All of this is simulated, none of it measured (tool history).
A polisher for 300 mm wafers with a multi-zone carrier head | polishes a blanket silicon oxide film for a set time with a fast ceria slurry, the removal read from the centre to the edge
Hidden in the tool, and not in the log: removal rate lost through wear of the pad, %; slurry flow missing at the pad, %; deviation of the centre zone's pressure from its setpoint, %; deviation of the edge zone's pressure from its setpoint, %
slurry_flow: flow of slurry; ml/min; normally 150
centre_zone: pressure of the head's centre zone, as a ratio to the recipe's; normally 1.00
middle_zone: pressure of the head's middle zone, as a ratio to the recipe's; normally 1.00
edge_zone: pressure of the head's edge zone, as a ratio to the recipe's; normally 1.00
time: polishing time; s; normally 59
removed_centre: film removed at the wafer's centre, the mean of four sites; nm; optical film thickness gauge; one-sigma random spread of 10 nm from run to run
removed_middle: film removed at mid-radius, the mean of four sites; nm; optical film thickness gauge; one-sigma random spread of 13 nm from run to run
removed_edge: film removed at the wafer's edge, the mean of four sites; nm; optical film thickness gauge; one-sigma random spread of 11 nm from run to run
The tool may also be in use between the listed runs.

| run | hour | slurry_flow | centre_zone | middle_zone | edge_zone | time | wafers since the last listed run | wafers polished on this pad | hours since the slurry nozzle was cleaned | hours since the centre zone pressure was calibrated | hours since the edge zone pressure was calibrated | hours since the carrier head's membrane was replaced | incoming thickness of the incoming film, nm | removed_centre | removed_middle | removed_edge |
|---|---|---|---|---|---|---|---|---|---|---|---|---|---|---|---|---|
| 1 | 0.0 | 150 | 1.00 | 1.04 | 0.95 | 59 | 0 | 1414 | 373.0 | 450.6 | 390.1 | 1131.8 | 2602.4 | 974.1 | 955.9 | 910.8 |
| 2 | 50.9 | 150 | 1.00 | 0.96 | 1.00 | 59 | 437 | 1852 | 423.9 | 501.5 | 441.0 | 1182.7 | 2579.3 | 983.3 | 915.2 | 940.3 |
|  | 83.0 | worn pad replaced by a new one |
| 3 | 118.7 | 150 | 1.00 | 0.96 | 1.00 | 59 | 548 | 306 | 491.7 | 569.3 | 508.8 | 1250.5 | 2639.2 | 1009.7 | 919.1 | 944.9 |
|  | 152.7 | slurry nozzle cleaned |
| 4 | 167.3 | 150 | 1.00 | 0.96 | 1.00 | 59 | 409 | 715 | 14.6 | 617.9 | 557.4 | 1299.1 | 2568.8 | 994.7 | 920.5 | 942.7 |
|  | 191.7 | edge zone pressure recalibrated |
| 5 | 211.1 | 150 | 1.00 | 1.00 | 1.00 | 59 | 359 | 1074 | 58.4 | 661.7 | 19.4 | 1342.9 | 2603.0 | 996.4 | 941.0 | 921.7 |
|  | 259.1 | carrier head's membrane replaced by a new one |
| 6 | 259.6 | 170 | 1.00 | 1.00 | 1.00 | 59 | 373 | 1448 | 106.9 | 710.2 | 67.9 | 0.5 | 2560.8 | 1014.0 | 972.4 | 940.6 |
| 7 | 288.1 | 150 | 0.91 | 1.00 | 1.00 | 59 | 244 | 1693 | 135.4 | 738.7 | 96.4 | 29.0 | 2598.1 | 951.6 | 977.2 | 934.6 |
| 8 | 336.2 | 130 | 1.00 | 1.08 | 1.00 | 59 | 413 | 2107 | 183.5 | 786.8 | 144.5 | 77.1 | 2611.2 | 968.4 | 980.7 | 909.6 |
|  | 341.4 | worn pad replaced by a new one |
| 9 | 389.5 | 130 | 1.00 | 1.08 | 1.00 | 59 | 423 | 413 | 236.8 | 840.1 | 197.8 | 130.4 | 2602.1 | 974.7 | 981.2 | 928.7 |
| 10 | 448.2 | 130 | 1.00 | 1.08 | 1.00 | 59 | 504 | 918 | 295.5 | 898.8 | 256.5 | 189.1 | 2646.3 | 988.2 | 973.0 | 919.6 |
| 11 | 488.7 | 150 | 1.00 | 1.00 | 1.00 | 59 | 348 | 1266 | 336.0 | 939.3 | 297.0 | 229.6 | 2592.3 | 996.5 | 936.4 | 949.3 |
|  | 569.6 | worn pad replaced by a new one |
| 12 | 584.3 | 180 | 1.00 | 1.00 | 0.95 | 80 | 787 | 126 | 431.6 | 1034.9 | 392.6 | 325.2 | 2634.2 | 1419.7 | 1319.3 | 1274.3 |
| 13 | 637.8 | 170 | 1.00 | 1.08 | 1.00 | 59 | 459 | 585 | 485.1 | 1088.4 | 446.1 | 378.7 | 2584.3 | 1044.6 | 1036.4 | 943.3 |
| 14 | 666.3 | 150 | 0.92 | 1.00 | 1.00 | 59 | 244 | 830 | 513.6 | 1116.9 | 474.6 | 407.2 | 2609.1 | 957.8 | 935.1 | 934.9 |
| 15 | 725.5 | 150 | 1.04 | 1.03 | 1.00 | 59 | 508 | 1339 | 572.8 | 1176.1 | 533.8 | 466.4 | 2654.6 | 1031.3 | 982.5 | 914.8 |
| 16 | 778.5 | 150 | 1.00 | 1.00 | 1.00 | 59 | 455 | 1795 | 625.8 | 1229.1 | 586.8 | 519.4 | 2630.6 | 996.6 | 965.6 | 945.5 |
|  | 801.6 | worn pad replaced by a new one |
|  | 804.5 | edge zone pressure recalibrated |
|  | 804.9 | centre zone pressure recalibrated |
|  | 808.4 | slurry nozzle cleaned |
| 17 | 816.0 | 170 | 1.00 | 1.00 | 0.92 | 59 | 259 | 95 | 7.6 | 11.1 | 11.5 | 556.9 | 2614.4 | 969.8 | 982.8 | 911.8 |
| 18 | 863.3 | 150 | 1.07 | 0.92 | 0.91 | 59 | 406 | 501 | 54.9 | 58.4 | 58.8 | 604.2 | 2668.1 | 994.0 | 906.8 | 928.6 |
| 19 | 918.2 | 150 | 1.00 | 1.00 | 1.00 | 59 | 471 | 973 | 109.8 | 113.3 | 113.7 | 659.1 | 2613.1 | 978.1 | 935.8 | 929.8 |
| 20 | 981.7 | 115 | 0.93 | 1.00 | 1.09 | 48 | 545 | 1519 | 173.3 | 176.8 | 177.2 | 722.6 | 2589.3 | 715.5 | 730.0 | 755.8 |
|  | 1029.6 | worn pad replaced by a new one |
| 21 | 1030.1 | 115 | 0.93 | 1.00 | 1.09 | 48 | 381 | 4 | 221.7 | 225.2 | 225.6 | 771.0 | 2616.9 | 723.3 | 728.5 | 763.6 |
| 22 | 1073.8 | 125 | 1.04 | 1.00 | 1.00 | 59 | 375 | 380 | 265.4 | 268.9 | 269.3 | 814.7 | 2633.2 | 993.6 | 950.0 | 910.0 |

Forecast each of these 4 alternatives for the next run:
| A | 1074.2 | 150 | 1.00 | 1.00 | 1.00 | 59 | 3 | 383 | 265.8 | 269.3 | 269.7 | 815.1 | 2636.4 | ? | ? | ? |
| B | 1074.2 | 190 | 1.10 | 1.05 | 1.00 | 47 | 3 | 383 | 265.8 | 269.3 | 269.7 | 815.1 | 2636.4 | ? | ? | ? |
| C | 1074.2 | 150 | 1.00 | 1.00 | 0.96 | 71 | 3 | 383 | 265.8 | 269.3 | 269.7 | 815.1 | 2636.4 | ? | ? | ? |
| D | 1074.2 | 105 | 1.00 | 1.00 | 1.06 | 59 | 3 | 383 | 265.8 | 269.3 | 269.7 | 815.1 | 2636.4 | ? | ? | ? |

| run | removed_centre | removed_middle | removed_edge |
|---|---|---|---|
| A | 990.3 | 926.4 | 964.2 |
| B | 871.0 | 793.3 | 787.6 |
| C | 1191.8 | 1114.9 | 1141.1 |
| D | 919.7 | 868.1 | 944.0 |
With the hidden condition removed and each run's random variation left untouched, the same runs would have given:
| run | removed_centre | removed_middle | removed_edge |
|---|---|---|---|
| A | 954.5 | 926.6 | 964.2 |
| B | 839.7 | 793.5 | 787.6 |
| C | 1148.7 | 1115.1 | 1141.1 |
| D | 886.4 | 868.3 | 944.0 |

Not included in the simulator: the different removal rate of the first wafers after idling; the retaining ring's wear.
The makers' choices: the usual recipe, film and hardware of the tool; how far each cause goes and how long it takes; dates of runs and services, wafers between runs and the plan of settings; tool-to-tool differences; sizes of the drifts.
